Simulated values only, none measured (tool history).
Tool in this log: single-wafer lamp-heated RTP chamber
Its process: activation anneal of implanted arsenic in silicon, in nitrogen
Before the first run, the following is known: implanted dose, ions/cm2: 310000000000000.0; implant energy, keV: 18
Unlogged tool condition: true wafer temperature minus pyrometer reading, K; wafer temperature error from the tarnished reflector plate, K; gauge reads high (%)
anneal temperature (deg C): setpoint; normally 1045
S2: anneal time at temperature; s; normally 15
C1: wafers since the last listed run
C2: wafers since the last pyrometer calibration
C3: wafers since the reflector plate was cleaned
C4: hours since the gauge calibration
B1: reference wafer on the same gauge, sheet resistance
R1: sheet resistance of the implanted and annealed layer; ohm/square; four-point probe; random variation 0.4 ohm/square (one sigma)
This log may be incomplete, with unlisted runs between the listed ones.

run 1 hour=0.0 | anneal_temperature_(deg_C)=1045 S2=18 | C1=0 C2=1466 C3=5734 C4=32.1 | B1=279.00 | R1=266.73
run 2 hour=49.7 | anneal_temperature_(deg_C)=1045 S2=15 | C1=688 C2=2155 C3=6423 C4=81.8 | B1=279.05 | R1=268.31
run 3 hour=90.6 | anneal_temperature_(deg_C)=1045 S2=15 | C1=566 C2=2722 C3=6990 C4=122.7 | B1=279.00 | R1=267.41
run 4 hour=181.8 | anneal_temperature_(deg_C)=1032 S2=15 | C1=1264 C2=3986 C3=8254 C4=213.9 | B1=278.94 | R1=269.43
run 5 hour=275.9 | anneal_temperature_(deg_C)=1032 S2=15 | C1=1304 C2=5290 C3=9558 C4=308.0 | B1=279.03 | R1=269.59
run 6 hour=326.5 | anneal_temperature_(deg_C)=1032 S2=15 | C1=701 C2=5991 C3=10260 C4=358.6 | B1=279.10 | R1=270.24
run 7 hour=375.9 | anneal_temperature_(deg_C)=1045 S2=15 | C1=684 C2=6676 C3=10945 C4=408.0 | B1=279.02 | R1=267.04
-- hour=403.0 reflector plate cleaned
-- hour=414.7 pyrometer window cleaned and pyrometer calibrated
run 8 hour=426.9 | anneal_temperature_(deg_C)=1045 S2=15 | C1=485 C2=168 C3=220 C4=459.0 | B1=279.05 | R1=268.43
run 9 hour=520.9 | anneal_temperature_(deg_C)=1063 S2=12 | C1=1302 C2=1471 C3=1523 C4=553.0 | B1=278.96 | R1=266.96
run 10 hour=628.1 | anneal_temperature_(deg_C)=1036 S2=7 | C1=1485 C2=2957 C3=3008 C4=660.2 | B1=279.04 | R1=273.63
-- hour=635.9 gauge calibrated
run 11 hour=733.5 | anneal_temperature_(deg_C)=1069 S2=10 | C1=1460 C2=4418 C3=4469 C4=97.6 | B1=279.04 | R1=267.38
run 12 hour=815.3 | anneal_temperature_(deg_C)=1073 S2=19 | C1=1133 C2=5552 C3=5603 C4=179.4 | B1=279.02 | R1=260.10
run 13 hour=909.9 | anneal_temperature_(deg_C)=1024 S2=9 | C1=1311 C2=6863 C3=6914 C4=274.0 | B1=278.95 | R1=273.01
-- hour=925.5 pyrometer window cleaned and pyrometer calibrated
run 14 hour=989.0 | anneal_temperature_(deg_C)=1045 S2=15 | C1=985 C2=880 C3=7900 C4=353.1 | B1=279.02 | R1=268.63
run 15 hour=1036.4 | anneal_temperature_(deg_C)=1020 S2=11 | C1=656 C2=1537 C3=8557 C4=400.5 | B1=278.90 | R1=272.74
run 16 hour=1079.0 | anneal_temperature_(deg_C)=1070 S2=15 | C1=590 C2=2127 C3=9147 C4=443.1 | B1=279.02 | R1=263.50

Run by run, hidden condition taken away, random variation retained:
run=1 R1=268.06
run=2 R1=269.81
run=3 R1=269.07
run=4 R1=271.10
run=5 R1=271.39
run=6 R1=272.09
run=7 R1=269.20
run=8 R1=268.61
run=9 R1=267.99
run=10 R1=274.56
run=11 R1=269.16
run=12 R1=262.65
run=13 R1=274.20
run=14 R1=269.38
run=15 R1=273.45
run=16 R1=265.15
